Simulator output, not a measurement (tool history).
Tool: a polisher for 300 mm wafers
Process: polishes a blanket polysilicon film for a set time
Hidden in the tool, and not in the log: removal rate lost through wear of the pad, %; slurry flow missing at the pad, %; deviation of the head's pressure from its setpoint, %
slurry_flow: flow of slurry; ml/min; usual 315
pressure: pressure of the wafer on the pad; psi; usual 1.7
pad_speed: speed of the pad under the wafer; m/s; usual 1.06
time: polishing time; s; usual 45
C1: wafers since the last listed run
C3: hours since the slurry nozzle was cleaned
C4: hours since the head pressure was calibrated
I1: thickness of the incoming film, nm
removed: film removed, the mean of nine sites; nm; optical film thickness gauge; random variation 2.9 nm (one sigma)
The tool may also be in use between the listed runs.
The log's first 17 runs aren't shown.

{"run": 18, "hour": 457.4, "slurry_flow": 350, "pressure": 1.3, "pad_speed": 1.16, "time": 60, "C1": 243, "wafers polished on this pad": 1752, "C3": 161.6, "C4": 159.7, "I1": 2174.1, "removed": 230.9}
{"run": 19, "hour": 487.2, "slurry_flow": 360, "pressure": 2.1, "pad_speed": 1.06, "time": 45, "C1": 362, "wafers polished on this pad": 2115, "C3": 191.4, "C4": 189.5, "I1": 2189.2, "removed": 262.4}
{"hour": 498.8, "done": "worn pad replaced by a new one"}
{"run": 20, "hour": 587.9, "slurry_flow": 315, "pressure": 1.7, "pad_speed": 1.06, "time": 38, "C1": 1177, "wafers polished on this pad": 1085, "C3": 292.1, "C4": 290.2, "I1": 2142.5, "removed": 170.9}
{"run": 21, "hour": 618.4, "slurry_flow": 315, "pressure": 1.4, "pad_speed": 1.06, "time": 60, "C1": 371, "wafers polished on this pad": 1456, "C3": 322.6, "C4": 320.7, "I1": 2191.5, "removed": 220.6}
{"run": 22, "hour": 647.3, "slurry_flow": 315, "pressure": 1.7, "pad_speed": 1.06, "time": 60, "C1": 351, "wafers polished on this pad": 1808, "C3": 351.5, "C4": 349.6, "I1": 2209.3, "removed": 276.5}
{"hour": 659.5, "done": "worn pad replaced by a new one"}
{"run": 23, "hour": 663.5, "slurry_flow": 315, "pressure": 1.7, "pad_speed": 1.06, "time": 45, "C1": 148, "wafers polished on this pad": 48, "C3": 367.7, "C4": 365.8, "I1": 2220, "removed": 196.7}
{"hour": 689.1, "done": "slurry nozzle cleaned"}
{"run": 24, "hour": 689.6, "slurry_flow": 350, "pressure": 1.7, "pad_speed": 1.06, "time": 45, "C1": 305, "wafers polished on this pad": 354, "C3": 0.5, "C4": 391.9, "I1": 2174.3, "removed": 214}
{"run": 25, "hour": 705.0, "slurry_flow": 315, "pressure": 1.7, "pad_speed": 1.06, "time": 45, "C1": 187, "wafers polished on this pad": 541, "C3": 15.9, "C4": 407.3, "I1": 2188.1, "removed": 213.5}
{"run": 26, "hour": 737.5, "slurry_flow": 315, "pressure": 1.7, "pad_speed": 1.06, "time": 45, "C1": 395, "wafers polished on this pad": 937, "C3": 48.4, "C4": 439.8, "I1": 2172.9, "removed": 212.5}
{"run": 27, "hour": 755.1, "slurry_flow": 270, "pressure": 2.1, "pad_speed": 1.16, "time": 38, "C1": 214, "wafers polished on this pad": 1151, "C3": 66, "C4": 457.4, "I1": 2207.8, "removed": 236.6}
{"run": 28, "hour": 780.9, "slurry_flow": 315, "pressure": 1.7, "pad_speed": 1.28, "time": 45, "C1": 314, "wafers polished on this pad": 1466, "C3": 91.8, "C4": 483.2, "I1": 2213.8, "removed": 242.6}
{"run": 29, "hour": 810.1, "slurry_flow": 315, "pressure": 1.7, "pad_speed": 1.06, "time": 45, "C1": 355, "wafers polished on this pad": 1821, "C3": 121, "C4": 512.4, "I1": 2172.5, "removed": 215.9}
{"hour": 831.7, "done": "worn pad replaced by a new one"}
{"run": 30, "hour": 841.3, "slurry_flow": 315, "pressure": 1.7, "pad_speed": 1.06, "time": 31, "C1": 331, "wafers polished on this pad": 116, "C3": 152.2, "C4": 543.6, "I1": 2198.1, "removed": 145.3}
{"run": 31, "hour": 864.2, "slurry_flow": 380, "pressure": 2.3, "pad_speed": 1.38, "time": 29, "C1": 278, "wafers polished on this pad": 395, "C3": 175.1, "C4": 566.5, "I1": 2181.9, "removed": 228.2}
{"run": 32, "hour": 900.1, "slurry_flow": 315, "pressure": 1.7, "pad_speed": 1.06, "time": 45, "C1": 437, "wafers polished on this pad": 832, "C3": 211, "C4": 602.4, "I1": 2209.2, "removed": 204.6}

5 ways to go on from here, each from the tool as it stands after run 32. What would each give?
{"run": "A", "hour": 900.5, "slurry_flow": 315, "pressure": 1.2, "pad_speed": 1.06, "time": 45, "C1": 4, "wafers polished on this pad": 837, "C3": 211.4, "C4": 602.8, "I1": 2177.9, "removed": "?"}
{"run": "B", "hour": 900.5, "slurry_flow": 250, "pressure": 1.1, "pad_speed": 0.8, "time": 38, "C1": 4, "wafers polished on this pad": 837, "C3": 211.4, "C4": 602.8, "I1": 2177.9, "removed": "?"}
{"run": "C", "hour": 900.5, "slurry_flow": 415, "pressure": 2.1, "pad_speed": 1.06, "time": 45, "C1": 4, "wafers polished on this pad": 837, "C3": 211.4, "C4": 602.8, "I1": 2177.9, "removed": "?"}
{"run": "D", "hour": 900.5, "slurry_flow": 405, "pressure": 1.7, "pad_speed": 1.06, "time": 45, "C1": 4, "wafers polished on this pad": 837, "C3": 211.4, "C4": 602.8, "I1": 2177.9, "removed": "?"}
{"run": "E", "hour": 900.5, "slurry_flow": 415, "pressure": 2.2, "pad_speed": 1.06, "time": 45, "C1": 4, "wafers polished on this pad": 837, "C3": 211.4, "C4": 602.8, "I1": 2177.9, "removed": "?"}

run=A removed=146.5
run=B removed=89.7
run=C removed=263.9
run=D removed=213.2
run=E removed=276.5
Without the tool's hidden state the same runs would have given:
run=A removed=151.5
run=B removed=93.5
run=C removed=270.7
run=D removed=218.8
run=E removed=283.6
